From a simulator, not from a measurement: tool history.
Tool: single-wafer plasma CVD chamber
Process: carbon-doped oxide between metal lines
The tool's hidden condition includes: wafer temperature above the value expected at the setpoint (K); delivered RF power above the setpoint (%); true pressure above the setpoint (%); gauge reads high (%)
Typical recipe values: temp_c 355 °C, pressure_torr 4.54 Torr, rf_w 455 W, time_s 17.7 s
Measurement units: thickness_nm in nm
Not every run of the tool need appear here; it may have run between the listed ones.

run,hour,temp_c,pressure_torr,rf_w,time_s,wafers since the last listed run,hours since the last thermocouple change,hours since the last RF generator calibration,hours since the last manometer calibration,hours since the showerhead was replaced,hours since the gauge calibration,"read-back reference wafer on the same gauge, thickness_nm",thickness_nm
1,0,355,4.54,395,17.7,0,2603.5,1170.1,1984.5,2227.8,124.7,72.069,75.182
2,16.4,355,4.54,455,17.7,396,2619.9,1186.5,2000.9,2244.2,141.1,72.087,85.915
3,28.6,355,4.54,455,17.7,295,2632.1,1198.7,2013.1,2256.4,153.3,72.103,85.87
4,42.4,355,4.54,455,17.7,333,2645.9,1212.5,2026.9,2270.2,167.1,72.1,85.7
5,52.4,355,4.54,455,17.7,241,2655.9,1222.5,2036.9,2280.2,177.1,72.113,85.836
6,63.5,355,4.54,455,17.7,268,2667,1233.6,2048,2291.3,188.2,72.113,85.735
7,79.7,355,4.54,455,17.7,391,2683.2,1249.8,2064.2,2307.5,204.4,72.082,85.76
8,86.1,355,4.54,455,16.7,154,2689.6,1256.2,2070.6,2313.9,210.8,72.08,80.691
9,94.5,355,4.54,455,16.7,203,2698,1264.6,2079,2322.3,219.2,72.074,80.662
10,111.3,355,4.54,455,16.7,406,2714.8,1281.4,2095.8,2339.1,236,72.091,80.6
11,123.5,355,4.54,455,17.7,295,2727,1293.6,2108,2351.3,248.2,72.109,85.137
# hour 154: showerhead replaced
12,176.8,361,4.54,505,14.7,1095,2780.3,1346.9,2161.3,22.8,301.5,72.086,76.163
13,185.1,355,4.54,520,15.2,200,2788.6,1355.2,2169.6,31.1,309.8,72.101,82.044
# hour 195.6: gauge calibrated
14,197.5,355,4.54,390,20.1,299,2801,1367.6,2182,43.5,1.9,72.102,82.722
15,211.1,361,4.54,455,19.7,328,2814.6,1381.2,2195.6,57.1,15.5,72.096,92.432
16,228.6,355,4.54,455,17.7,423,2832.1,1398.7,2213.1,74.6,33,72.104,84.65
# hour 239.5: RF generator calibrated
# hour 247.2: capacitance manometer re-zeroed and calibrated
17,247.7,369,4.54,425,17.7,82,2851.2,8.2,0.5,93.7,52.1,72.109,80.685
18,256.7,355,4.54,370,19.5,217,2860.2,17.2,9.5,102.7,61.1,72.113,80.375
# hour 277.2: thermocouple changed; heater temperature recalibrated
19,277.7,341,5.61,530,21,314,0.5,38.2,30.5,123.7,82.1,72.102,128.794
20,286.4,350,5.5,485,17.7,210,9.2,46.9,39.2,132.4,90.8,72.113,98.5
21,299.6,355,4.54,455,17.7,319,22.4,60.1,52.4,145.6,104,72.102,89.232
22,307.4,355,3.6,385,17.7,188,30.2,67.9,60.2,153.4,111.8,72.091,73.376
23,313.4,355,4.54,455,17.7,145,36.2,73.9,66.2,159.4,117.8,72.082,89.347
24,328,362,3.48,425,15.7,353,50.8,88.5,80.8,174,132.4,72.112,70.012
25,338.9,355,4.54,455,17.7,263,61.7,99.4,91.7,184.9,143.3,72.111,89.279
26,346.3,355,4.54,455,17.7,179,69.1,106.8,99.1,192.3,150.7,72.084,89.454
27,355,360,5.26,530,16.2,210,77.8,115.5,107.8,201,159.4,72.108,92.906
28,371.7,347,4.54,410,20.2,403,94.5,132.2,124.5,217.7,176.1,72.093,94.838

Each row is a separate what-if for the run after 28, all from the same tool condition, not one after another. Results?
A,372.1,355,4.54,455,17.7,9,94.9,132.6,124.9,218.1,176.5,?,?
B,372.1,345,3.79,455,17.7,9,94.9,132.6,124.9,218.1,176.5,?,?
C,372.1,355,4.54,500,18.8,9,94.9,132.6,124.9,218.1,176.5,?,?
D,372.1,347,3.8,455,17.7,9,94.9,132.6,124.9,218.1,176.5,?,?
E,372.1,345,4.54,455,17.7,9,94.9,132.6,124.9,218.1,176.5,?,?

run,"read-back reference wafer on the same gauge, thickness_nm",thickness_nm
A,72.097,89.513
B,72.097,89.847
C,72.097,102.355
D,72.097,89.269
E,72.097,92.477
The same runs, with their run-to-run variation unchanged, on a tool lacking any hidden condition would have given:
run,thickness_nm
A,89.725
B,90.06
C,102.569
D,89.481
E,92.696
